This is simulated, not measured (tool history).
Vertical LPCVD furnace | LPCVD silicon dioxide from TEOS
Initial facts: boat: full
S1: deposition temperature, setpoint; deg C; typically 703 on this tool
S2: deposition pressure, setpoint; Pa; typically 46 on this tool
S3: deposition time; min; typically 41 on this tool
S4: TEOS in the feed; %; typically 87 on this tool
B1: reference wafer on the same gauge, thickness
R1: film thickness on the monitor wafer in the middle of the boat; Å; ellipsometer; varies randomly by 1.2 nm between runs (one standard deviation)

run	hour	S1	S2	S3	S4	B1	R1
1	0	703	46	46	93	429.91	4624.8
2	35.2	703	46	46	93	429.65	4621.4
3	51.2	703	46	41	87	429.39	3987.3
4	70.6	703	46	41	87	429.51	4002.5
5	103.2	703	46	41	87	429.11	3995.5
6	132.5	703	46	41	87	428.77	3987.7
7	152.4	703	46	41	87	428.47	3998.7
# hour 200.3: TEOS flow controller replaced
# hour 215.4: thermocouples replaced and temperature profile calibrated
8	236.6	703	46	35.5	87	427.6	3446.6
9	267.5	703	46	41	87	427.12	3952.7
10	287.8	703	46	41	87	427.17	3977.8
11	310.7	707	46	55	79	426.42	5521.6
12	343.1	703	40.7	55	79	426.2	4767.5
13	368	703	46	41	87	425.92	3978.6
# hour 397.1: gauge calibrated
# hour 400.6: pressure gauge zeroed
14	456	703	42	41	87	430.42	3825.6
15	482.1	697	57.3	41	87	430.54	3877.8
16	502.6	703	46	41	87	430.55	4007
17	537.2	703	42	41	87	430.31	3836.8
18	564.7	714	57.3	57	74	430.1	7379.2
19	597.4	715	46	35	87	430.04	4490.6
20	617.4	713	55.3	34.5	97	430.01	4897.5
21	631.9	703	46	41	87	429.85	4011.3

What if the next run were any one of these 5? Each begins from the tool's condition after run 21:
A	637.3	703	46	41	87	?	?
B	637.3	703	38	54.5	87	?	?
C	637.3	691	46	41	87	?	?
D	637.3	703	46	41	97	?	?
E	637.3	703	42	33	97	?	?

run	B1	R1
A	429.99	3970.2
B	429.99	4796.7
C	429.99	2998.1
D	429.99	4192.2
E	429.99	3224.2
Take away the tool's hidden state, keep each run's random variation, and the runs would have read:
run	R1
A	3980
B	4808.4
C	3005.4
D	4202.5
E	3232.1
